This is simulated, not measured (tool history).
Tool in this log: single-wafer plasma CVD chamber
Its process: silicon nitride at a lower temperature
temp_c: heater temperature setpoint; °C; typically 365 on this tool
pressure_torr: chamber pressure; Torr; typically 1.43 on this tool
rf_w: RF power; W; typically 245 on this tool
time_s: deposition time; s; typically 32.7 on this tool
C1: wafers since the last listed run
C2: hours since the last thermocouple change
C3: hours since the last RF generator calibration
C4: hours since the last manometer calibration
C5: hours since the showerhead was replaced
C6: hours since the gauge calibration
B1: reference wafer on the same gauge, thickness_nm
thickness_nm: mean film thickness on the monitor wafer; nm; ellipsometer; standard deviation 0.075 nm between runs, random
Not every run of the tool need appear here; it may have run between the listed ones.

Run 1, hour 0: usual settings; C1 0; C2 2213; C3 2141.3; C4 2378.1; C5 4850.5; C6 188.9; B1 39.997. Result: thickness_nm 31.964 nm.
Run 2, hour 10.8: usual settings; C1 230; C2 2223.8; C3 2152.1; C4 2388.9; C5 4861.3; C6 199.7; B1 39.985. Result: thickness_nm 32.05 nm.
Run 3, hour 23.8: usual settings; C1 277; C2 2236.8; C3 2165.1; C4 2401.9; C5 4874.3; C6 212.7; B1 39.962. Result: thickness_nm 31.853 nm.
Run 4, hour 31.5: usual settings but pressure_torr 1.7 Torr; C1 164; C2 2244.5; C3 2172.8; C4 2409.6; C5 4882; C6 220.4; B1 40.02. Result: thickness_nm 33.828 nm.
Run 5, hour 45.1: usual settings but temp_c 368 °C; C1 290; C2 2258.1; C3 2186.4; C4 2423.2; C5 4895.6; C6 234; B1 39.987. Result: thickness_nm 31.822 nm.
Run 6, hour 95.2: usual settings; C1 1069; C2 2308.2; C3 2236.5; C4 2473.3; C5 4945.7; C6 284.1; B1 40. Result: thickness_nm 31.847 nm.
Run 7, hour 105.3: usual settings; C1 215; C2 2318.3; C3 2246.6; C4 2483.4; C5 4955.8; C6 294.2; B1 40.024. Result: thickness_nm 31.941 nm.
Run 8, hour 113.8: usual settings; C1 181; C2 2326.8; C3 2255.1; C4 2491.9; C5 4964.3; C6 302.7; B1 39.997. Result: thickness_nm 31.894 nm.
At hour 126.4: showerhead replaced.
Run 9, hour 130.2: usual settings but temp_c 373 °C, pressure_torr 1.18 Torr; C1 179; C2 2343.2; C3 2271.5; C4 2508.3; C5 3.8; C6 319.1; B1 40.003. Result: thickness_nm 29.653 nm.
At hour 168.9: RF generator calibrated.
Run 10, hour 169.4: usual settings but temp_c 373 °C, pressure_torr 1.18 Torr; C1 666; C2 2382.4; C3 0.5; C4 2547.5; C5 43; C6 358.3; B1 39.98. Result: thickness_nm 28.321 nm.
Run 11, hour 171.9: usual settings but pressure_torr 1.71 Torr; C1 53; C2 2384.9; C3 3; C4 2550; C5 45.5; C6 360.8; B1 39.967. Result: thickness_nm 32.272 nm.
Run 12, hour 181: usual settings; C1 194; C2 2394; C3 12.1; C4 2559.1; C5 54.6; C6 369.9; B1 39.979. Result: thickness_nm 30.459 nm.
Run 13, hour 191.9: usual settings but pressure_torr 1.67 Torr, rf_w 210 W; C1 232; C2 2404.9; C3 23; C4 2570; C5 65.5; C6 380.8; B1 39.983. Result: thickness_nm 28.08 nm.
Run 14, hour 209: usual settings but temp_c 375 °C, pressure_torr 1.1 Torr, rf_w 280 W, time_s 36.7 s; C1 365; C2 2422; C3 40.1; C4 2587.1; C5 82.6; C6 397.9; B1 40.005. Result: thickness_nm 34.271 nm.
At hour 215.3: gauge calibrated.
At hour 229.9: RF generator calibrated, repeated, since the last time left the tool worse.
Run 15, hour 230.4: usual settings; C1 286; C2 2443.4; C3 0.5; C4 2608.5; C5 104; C6 15.1; B1 39.988. Result: thickness_nm 33.198 nm.
At hour 242.7: capacitance manometer re-zeroed and calibrated.
Run 16, hour 243.2: usual settings but temp_c 354 °C, time_s 35.8 s; C1 102; C2 2456.2; C3 13.3; C4 0.5; C5 116.8; C6 27.9; B1 39.964. Result: thickness_nm 36.653 nm.
At hour 254.3: thermocouple changed; heater temperature recalibrated.
Run 17, hour 255.7: usual settings but temp_c 378 °C, rf_w 285 W, time_s 26.3 s; C1 96; C2 1.4; C3 25.8; C4 13; C5 129.3; C6 40.4; B1 40.007. Result: thickness_nm 29.991 nm.
Run 18, hour 272.5: usual settings but temp_c 379 °C, pressure_torr 1.22 Torr, time_s 35.9 s; C1 358; C2 18.2; C3 42.6; C4 29.8; C5 146.1; C6 57.2; B1 39.977. Result: thickness_nm 34.268 nm.
Run 19, hour 279.7: usual settings but rf_w 215 W; C1 153; C2 25.4; C3 49.8; C4 37; C5 153.3; C6 64.4; B1 40.014. Result: thickness_nm 29.715 nm.
Run 20, hour 304.4: usual settings but pressure_torr 1.77 Torr, rf_w 290 W; C1 527; C2 50.1; C3 74.5; C4 61.7; C5 178; C6 89.1; B1 40.015. Result: thickness_nm 40.736 nm.
Run 21, hour 313.8: usual settings but temp_c 374 °C, pressure_torr 1.67 Torr; C1 200; C2 59.5; C3 83.9; C4 71.1; C5 187.4; C6 98.5; B1 39.983. Result: thickness_nm 34.998 nm.
Run 22, hour 359.4: usual settings but temp_c 353 °C, pressure_torr 1.56 Torr, rf_w 225 W; C1 973; C2 105.1; C3 129.5; C4 116.7; C5 233; C6 144.1; B1 39.989. Result: thickness_nm 32.164 nm.
Run 23, hour 366.3: usual settings; C1 147; C2 112; C3 136.4; C4 123.6; C5 239.9; C6 151; B1 40.003. Result: thickness_nm 33.143 nm.

Same runs, no hidden state in the tool, same run-to-run variation:
Unlogged tool condition in this case: wafer temperature above the value expected at the setpoint (K); delivered RF power above the setpoint (%); true pressure above the setpoint (%); gauge reads high (%).
run  thickness_nm
  1        33.331
  2        33.427
  3         33.23
  4        35.296
  5        33.212
  6        33.271
  7        33.376
  8        33.333
  9        31.001
 10         30.99
 11        35.316
 12        33.339
 13        30.844
 14         37.41
 15        33.201
 16        36.665
 17        30.007
 18        34.297
 19        29.746
 20        40.793
 21        35.054
 22        32.246
 23        33.228
